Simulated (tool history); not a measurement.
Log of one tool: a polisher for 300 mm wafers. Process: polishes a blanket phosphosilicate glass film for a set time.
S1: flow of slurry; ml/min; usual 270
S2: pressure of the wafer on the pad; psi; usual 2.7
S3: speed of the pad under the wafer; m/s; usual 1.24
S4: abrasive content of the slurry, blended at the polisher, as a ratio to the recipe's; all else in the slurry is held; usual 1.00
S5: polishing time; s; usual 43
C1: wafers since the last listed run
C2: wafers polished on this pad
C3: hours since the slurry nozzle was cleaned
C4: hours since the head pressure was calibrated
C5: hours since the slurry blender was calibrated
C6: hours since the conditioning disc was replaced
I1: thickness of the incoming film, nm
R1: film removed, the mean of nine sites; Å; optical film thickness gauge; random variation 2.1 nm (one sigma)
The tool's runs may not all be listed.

run	hour	S1	S2	S3	S4	S5	C1	C2	C3	C4	C5	C6	I1	R1
1	0.0	270	2.7	1.24	1.00	43	0	1205	110.9	541.5	138.1	180.6	3481.8	3378
2	13.6	270	2.7	1.24	1.00	43	119	1325	124.5	555.1	151.7	194.2	3507.2	3359
3	35.3	270	2.7	1.24	1.00	43	190	1515	146.2	576.8	173.4	215.9	3507.5	3370
# hour 50.4: worn pad replaced by a new one
4	62.0	270	2.7	1.24	1.00	43	199	102	172.9	603.5	200.1	242.6	3484.3	3344
5	84.1	270	2.7	1.24	1.00	43	194	296	195.0	625.6	222.2	264.7	3500.1	3386
6	109.0	270	2.7	1.24	1.00	43	218	515	219.9	650.5	247.1	289.6	3516.7	3362
# hour 117.1: conditioning disc replaced and pad reconditioned
# hour 130.6: head pressure recalibrated
7	135.4	310	2.7	1.24	1.00	43	196	712	246.3	4.8	273.5	18.3	3546.8	3446
8	148.2	310	3.2	1.50	1.00	43	112	824	259.1	17.6	286.3	31.1	3530.0	4540
9	180.1	310	2.7	1.10	1.00	43	280	1105	291.0	49.5	318.2	63.0	3504.2	3186
10	196.4	270	2.3	1.48	1.00	30	143	1248	307.3	65.8	334.5	79.3	3497.3	2251
# hour 203.4: slurry blender recalibrated
11	212.5	270	1.9	1.62	0.70	53	123	1372	323.4	81.9	9.1	95.4	3511.8	2821
12	231.9	190	3.2	1.12	1.00	54	170	1543	342.8	101.3	28.5	114.8	3501.4	4497
13	248.3	270	2.7	0.96	1.00	43	144	1687	359.2	117.7	44.9	131.2	3536.5	2887
# hour 253.8: worn pad replaced by a new one
14	278.7	335	2.7	1.42	1.00	43	232	218	389.6	148.1	75.3	161.6	3488.7	3736
15	308.5	210	2.1	1.24	1.10	43	262	480	419.4	177.9	105.1	191.4	3572.4	2644
16	320.7	270	2.7	1.36	0.90	43	107	588	431.6	190.1	117.3	203.6	3527.5	3387
17	345.5	190	2.7	0.90	1.00	43	218	806	456.4	214.9	142.1	228.4	3474.3	2655
18	373.6	270	2.7	1.62	1.00	43	247	1053	484.5	243.0	170.2	256.5	3510.7	3944
# hour 402.9: slurry nozzle cleaned
19	405.3	270	3.6	1.54	1.25	56	269	1323	2.4	274.7	201.9	288.2	3478.4	7403
# hour 436.4: conditioning disc replaced and pad reconditioned
# hour 439.5: worn pad replaced by a new one
20	440.0	270	3.2	1.24	1.00	43	260	4	37.1	309.4	236.6	3.6	3478.0	4001
21	449.0	270	2.7	1.24	1.00	43	79	83	46.1	318.4	245.6	12.6	3500.7	3352
22	473.0	270	2.7	1.24	1.00	43	211	294	70.1	342.4	269.6	36.6	3442.3	3323
23	495.7	270	2.7	1.24	1.00	43	199	493	92.8	365.1	292.3	59.3	3543.8	3351
24	516.6	245	2.7	1.56	0.80	43	183	677	113.7	386.0	313.2	80.2	3552.2	3413
# hour 526.0: slurry blender recalibrated
25	536.0	335	2.7	1.24	1.00	43	152	830	133.1	405.4	10.0	99.6	3520.7	3424

Forecast each of these 5 alternatives for the next run:
A	536.4	295	2.7	1.24	1.00	43	3	834	133.5	405.8	10.4	100.0	3481.3	?
B	536.4	270	2.4	1.24	1.00	43	3	834	133.5	405.8	10.4	100.0	3481.3	?
C	536.4	270	2.7	1.24	1.00	29	3	834	133.5	405.8	10.4	100.0	3481.3	?
D	536.4	335	2.7	0.86	1.10	43	3	834	133.5	405.8	10.4	100.0	3481.3	?
E	536.4	270	1.8	1.24	1.00	58	3	834	133.5	405.8	10.4	100.0	3481.3	?

run	R1
A	3379
B	2976
C	2258
D	2887
E	3011
Without the tool's hidden state the same runs would have given:
run	R1
A	3379
B	2976
C	2258
D	2887
E	3011

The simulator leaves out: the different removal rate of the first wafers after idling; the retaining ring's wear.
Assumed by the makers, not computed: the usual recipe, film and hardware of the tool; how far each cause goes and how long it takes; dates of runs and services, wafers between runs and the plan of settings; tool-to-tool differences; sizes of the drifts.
